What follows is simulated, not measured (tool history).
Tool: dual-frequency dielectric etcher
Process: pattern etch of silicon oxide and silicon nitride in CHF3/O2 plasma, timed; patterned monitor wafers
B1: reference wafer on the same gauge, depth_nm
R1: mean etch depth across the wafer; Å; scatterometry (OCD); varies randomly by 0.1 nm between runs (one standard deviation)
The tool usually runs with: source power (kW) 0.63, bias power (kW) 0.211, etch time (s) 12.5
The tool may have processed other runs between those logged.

{"run": 1, "day": 0.0, "source power (kW)": 0.58, "bias power (kW)": 0.211, "etch time (s)": 10, "B1": 18.89, "R1": 166.8}
{"run": 2, "day": 0.45, "source power (kW)": 0.58, "bias power (kW)": 0.211, "etch time (s)": 10, "B1": 18.91, "R1": 164.5}
{"run": 3, "day": 1.142, "source power (kW)": 0.58, "bias power (kW)": 0.211, "etch time (s)": 10, "B1": 18.91, "R1": 164.9}
{"run": 4, "day": 1.446, "source power (kW)": 0.63, "bias power (kW)": 0.211, "etch time (s)": 11.5, "B1": 18.88, "R1": 198.1}
{"run": 5, "day": 1.783, "source power (kW)": 0.63, "bias power (kW)": 0.232, "etch time (s)": 12.5, "B1": 18.87, "R1": 219.9}
{"run": 6, "day": 2.446, "source power (kW)": 0.63, "bias power (kW)": 0.232, "etch time (s)": 12.5, "B1": 18.89, "R1": 221.8}
{"run": 7, "day": 3.075, "source power (kW)": 0.63, "bias power (kW)": 0.232, "etch time (s)": 12.5, "B1": 18.93, "R1": 220.7}
{"day": 3.767, "done": "gauge calibrated"}
{"day": 4.304, "done": "wet clean of the chamber"}
{"run": 8, "day": 4.325, "source power (kW)": 0.68, "bias power (kW)": 0.211, "etch time (s)": 12.5, "B1": 18.89, "R1": 212.1}
{"run": 9, "day": 4.338, "source power (kW)": 0.69, "bias power (kW)": 0.211, "etch time (s)": 12.5, "B1": 18.89, "R1": 211.2}
{"day": 4.596, "done": "bias power generator calibrated"}
{"run": 10, "day": 4.617, "source power (kW)": 0.76, "bias power (kW)": 0.245, "etch time (s)": 12.5, "B1": 18.91, "R1": 231}
{"run": 11, "day": 4.858, "source power (kW)": 0.63, "bias power (kW)": 0.252, "etch time (s)": 12.5, "B1": 18.88, "R1": 219.1}
{"day": 6.096, "done": "upper electrode replaced"}
{"day": 6.179, "done": "source power generator calibrated"}
{"run": 12, "day": 6.2, "source power (kW)": 0.63, "bias power (kW)": 0.211, "etch time (s)": 10.5, "B1": 18.89, "R1": 174.7}
{"run": 13, "day": 7.433, "source power (kW)": 0.59, "bias power (kW)": 0.211, "etch time (s)": 12.5, "B1": 18.92, "R1": 204.7}
{"run": 14, "day": 7.929, "source power (kW)": 0.63, "bias power (kW)": 0.211, "etch time (s)": 12.5, "B1": 18.88, "R1": 208.7}
{"run": 15, "day": 8.325, "source power (kW)": 0.51, "bias power (kW)": 0.259, "etch time (s)": 10, "B1": 18.9, "R1": 166.6}
{"run": 16, "day": 8.912, "source power (kW)": 0.77, "bias power (kW)": 0.163, "etch time (s)": 9.5, "B1": 18.94, "R1": 157.6}
{"day": 9.383, "done": "gauge calibrated"}
{"run": 17, "day": 9.446, "source power (kW)": 0.76, "bias power (kW)": 0.211, "etch time (s)": 10, "B1": 18.91, "R1": 178.5}

Give the tool's hidden conditions for every run:
source power that arrives over what is set, %: 0 at every run
bias power that arrives over what is set, %: 0 at every run
gauge reads high (%): 0 at every run
H1: etch rate over this chamber's usual, %
run=1 H1=3.63
run=2 H1=3.77
run=3 H1=3.99
run=4 H1=4.08
run=5 H1=4.19
run=6 H1=4.4
run=7 H1=4.6
run=8 H1=0.654
run=9 H1=0.658
run=10 H1=0.746
run=11 H1=0.823
run=12 H1=1.25
run=13 H1=1.64
run=14 H1=1.79
run=15 H1=1.92
run=16 H1=2.1
run=17 H1=2.27
